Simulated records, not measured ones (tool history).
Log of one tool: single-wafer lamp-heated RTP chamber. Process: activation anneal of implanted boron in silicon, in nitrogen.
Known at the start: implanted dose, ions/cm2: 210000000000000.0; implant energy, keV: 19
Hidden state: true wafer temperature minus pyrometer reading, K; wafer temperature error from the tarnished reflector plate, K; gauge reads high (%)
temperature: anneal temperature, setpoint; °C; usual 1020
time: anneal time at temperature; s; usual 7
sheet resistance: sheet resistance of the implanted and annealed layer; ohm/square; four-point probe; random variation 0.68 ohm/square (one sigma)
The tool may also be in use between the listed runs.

| run | hour | temperature | time | wafers since the last listed run | wafers since the last pyrometer calibration | wafers since the reflector plate was cleaned | hours since the gauge calibration | read-back reference wafer on the same gauge, sheet resistance | sheet resistance |
|---|---|---|---|---|---|---|---|---|---|
| 1 | 0.0 | 999 | 7 | 0 | 3862 | 6121 | 234.0 | 443.96 | 462.16 |
| 2 | 15.7 | 1020 | 7 | 268 | 4131 | 6389 | 249.7 | 443.94 | 456.17 |
| 3 | 21.7 | 1020 | 7 | 102 | 4233 | 6492 | 255.7 | 443.99 | 456.77 |
| 4 | 30.1 | 1020 | 7 | 143 | 4377 | 6635 | 264.1 | 444.00 | 456.39 |
| 5 | 43.8 | 1020 | 7 | 234 | 4611 | 6870 | 277.8 | 443.91 | 455.80 |
| 6 | 56.9 | 1013 | 7 | 223 | 4835 | 7094 | 290.9 | 443.97 | 457.39 |
| 7 | 72.7 | 1013 | 7 | 270 | 5105 | 7364 | 306.7 | 443.92 | 456.94 |
| 8 | 83.0 | 1013 | 7 | 176 | 5282 | 7540 | 317.0 | 444.06 | 456.50 |
| 9 | 97.7 | 1020 | 7 | 251 | 5533 | 7791 | 331.7 | 444.05 | 456.79 |
| 10 | 105.2 | 1020 | 7 | 128 | 5661 | 7919 | 339.2 | 444.04 | 456.69 |
| 11 | 113.8 | 1020 | 7 | 147 | 5808 | 8066 | 347.8 | 444.09 | 456.90 |
| 12 | 126.1 | 1038 | 6 | 210 | 6018 | 8277 | 360.1 | 443.98 | 454.08 |
| 13 | 136.6 | 1038 | 6 | 179 | 6198 | 8456 | 370.6 | 443.95 | 454.92 |
| 14 | 149.3 | 1020 | 7 | 217 | 6415 | 8673 | 383.3 | 444.03 | 456.59 |
| 15 | 158.6 | 1020 | 7 | 159 | 6574 | 8832 | 392.6 | 443.94 | 454.44 |
| 16 | 168.1 | 1020 | 7 | 162 | 6737 | 8995 | 402.1 | 444.04 | 456.02 |
|  | 177.0 | reflector plate cleaned |
| 17 | 185.4 | 1046 | 9 | 159 | 6896 | 143 | 419.4 | 443.98 | 453.64 |
|  | 203.7 | pyrometer window cleaned and pyrometer calibrated |
| 18 | 204.2 | 1011 | 11 | 184 | 9 | 327 | 438.2 | 443.94 | 455.88 |
| 19 | 206.6 | 1020 | 10 | 41 | 50 | 368 | 440.6 | 443.94 | 453.96 |
| 20 | 223.9 | 1020 | 4 | 295 | 345 | 664 | 457.9 | 443.98 | 455.83 |
| 21 | 231.8 | 1035 | 9 | 135 | 480 | 799 | 465.8 | 443.98 | 455.09 |
| 22 | 238.2 | 1046 | 5 | 109 | 590 | 909 | 472.2 | 443.92 | 454.19 |
|  | 247.1 | gauge calibrated |
| 23 | 252.4 | 1031 | 9 | 242 | 833 | 1152 | 5.3 | 444.11 | 454.00 |
| 24 | 261.5 | 1020 | 7 | 155 | 988 | 1307 | 14.4 | 443.92 | 456.54 |
| 25 | 273.4 | 1000 | 4 | 203 | 1192 | 1511 | 26.3 | 443.91 | 463.93 |
| 26 | 285.0 | 1049 | 6 | 198 | 1390 | 1709 | 37.9 | 443.91 | 455.13 |
| 27 | 295.1 | 1043 | 4 | 172 | 1563 | 1882 | 48.0 | 443.97 | 455.63 |
| 28 | 310.2 | 999 | 9 | 258 | 1821 | 2140 | 63.1 | 443.99 | 460.57 |
| 29 | 338.1 | 1047 | 11 | 477 | 2298 | 2617 | 91.0 | 443.91 | 453.09 |
| 30 | 350.7 | 1020 | 7 | 215 | 2513 | 2832 | 103.6 | 443.90 | 456.18 |
| 31 | 365.0 | 1044 | 8 | 244 | 2758 | 3077 | 117.9 | 444.03 | 452.69 |
| 32 | 372.3 | 1020 | 7 | 124 | 2883 | 3202 | 125.2 | 444.00 | 456.06 |
| 33 | 381.3 | 1020 | 7 | 153 | 3037 | 3356 | 134.2 | 443.85 | 455.31 |
| 34 | 388.0 | 1005 | 10 | 114 | 3151 | 3470 | 140.9 | 443.83 | 457.31 |
| 35 | 406.0 | 1046 | 11 | 307 | 3459 | 3778 | 158.9 | 444.07 | 452.81 |
| 36 | 415.3 | 1038 | 6 | 159 | 3618 | 3937 | 168.2 | 443.91 | 454.15 |

Hidden state at the last listed run before each entry between runs and at the first one after, where it differs:
Between runs 16 and 17: reflector plate cleaned (hour 177.0)
  no hidden state differs between the two runs
Between runs 17 and 18: pyrometer window cleaned and pyrometer calibrated (hour 203.7)
  no hidden state differs between the two runs
Between runs 22 and 23: gauge calibrated (hour 247.1)
  no hidden state differs between the two runs
